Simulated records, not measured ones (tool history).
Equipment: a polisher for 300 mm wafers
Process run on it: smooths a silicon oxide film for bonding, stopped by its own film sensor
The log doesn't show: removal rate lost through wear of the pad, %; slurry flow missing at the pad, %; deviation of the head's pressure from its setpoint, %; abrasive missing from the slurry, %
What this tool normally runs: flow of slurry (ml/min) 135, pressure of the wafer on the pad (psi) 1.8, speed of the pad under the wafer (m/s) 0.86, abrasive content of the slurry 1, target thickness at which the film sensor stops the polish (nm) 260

run   hour  flow of slurry (ml/min)  pressure of the wafer on the pad (psi)  speed of the pad under the wafer (m/s)  abrasive content of the slurry  target thickness at which the film sensor stops the polish (nm)  wafers since the last listed run  wafers polished on this pad  hours since the slurry nozzle was cleaned  hours since the head pressure was calibrated  hours since the slurry blender was calibrated  incoming thickness of the incoming film, nm  time until the film sensor stopped the polish (s)
  1      0                      170                                     1.8                                    0.86                               1                                                              260                                 0                          793                                      103.1                                         945.4                                           31.4                                        298.3                                               74.2
  2   28.3                      135                                     1.8                                    0.86                               1                                                              260                               242                         1036                                      131.4                                         973.7                                           59.7                                        302.7                                               86.3
        63  -- worn pad replaced by a new one
  3   63.5                      135                                     1.8                                    0.86                               1                                                              260                               267                            4                                      166.6                                        1008.9                                           94.9                                        299.4                                               79.1
  4   90.7                      135                                     1.8                                    0.86                               1                                                              260                               233                          237                                      193.8                                        1036.1                                          122.1                                        302.6                                               87.9
  5  124.2                      135                                     1.8                                       1                             0.8                                                              260                               287                          525                                      227.3                                        1069.6                                          155.6                                        296.2                                               71.4
     153.6  -- slurry blender recalibrated
  6  159.2                      135                                     1.8                                    0.86                               1                                                              260                               282                          807                                      262.3                                        1104.6                                            5.6                                        298.2                                               78.8
  7  185.1                      135                                     1.8                                    0.86                               1                                                              260                               222                         1029                                      288.2                                        1130.5                                           31.5                                        302.6                                               87.2
     190.9  -- slurry nozzle cleaned
  8  203.9                      135                                     1.8                                    0.86                               1                                                              260                               152                         1182                                         13                                        1149.3                                           50.3                                        297.8                                               76.4
     232.2  -- worn pad replaced by a new one
  9    239                      135                                     1.8                                    0.86                               1                                                              260                               266                           58                                       48.1                                        1184.4                                           85.4                                          303                                               88.7
 10  271.3                      135                                     1.8                                    0.86                               1                                                              260                               276                          335                                       80.4                                        1216.7                                          117.7                                        300.7                                               82.5
 11  295.8                      135                                     1.8                                    0.86                               1                                                              260                               210                          545                                      104.9                                        1241.2                                          142.2                                        300.9                                               81.5
 12  315.3                      135                                     1.8                                    0.86                               1                                                              260                               167                          712                                      124.4                                        1260.7                                          161.7                                        302.4                                               85.7
 13  334.1                      135                                     1.8                                    0.86                               1                                                              260                               161                          873                                      143.2                                        1279.5                                          180.5                                        300.7                                               82.5
     356.9  -- slurry blender recalibrated
 14  357.4                      170                                     1.8                                    0.86                               1                                                              260                               182                         1056                                      166.5                                        1302.8                                            0.5                                        298.2                                               74.5
 15  387.7                      135                                     1.8                                    0.86                               1                                                              260                               259                         1315                                      196.8                                        1333.1                                           30.8                                        299.7                                               79.1
     417.5  -- head pressure recalibrated
     421.4  -- worn pad replaced by a new one
 16  421.9                      135                                     2.2                                    0.86                               1                                                              260                               243                            4                                        231                                           4.4                                             65                                        297.6                                               63.9
 17  446.5                      135                                     2.2                                    0.86                             0.9                                                              260                               210                          215                                      255.6                                            29                                           89.6                                        298.6                                               67.1

What will run 18 give?
 18  477.2                      150                                     1.8                                    0.86                               1                                                              260                               263                          478                                      286.3                                          59.7                                          120.3                                        300.8                                                  ?

Logged for run 18: time until the film sensor stopped the polish (s) 82.7.
With the hidden condition absent and the run-to-run variation left alone, this run would have shown time until the film sensor stopped the polish (s) 82.7.
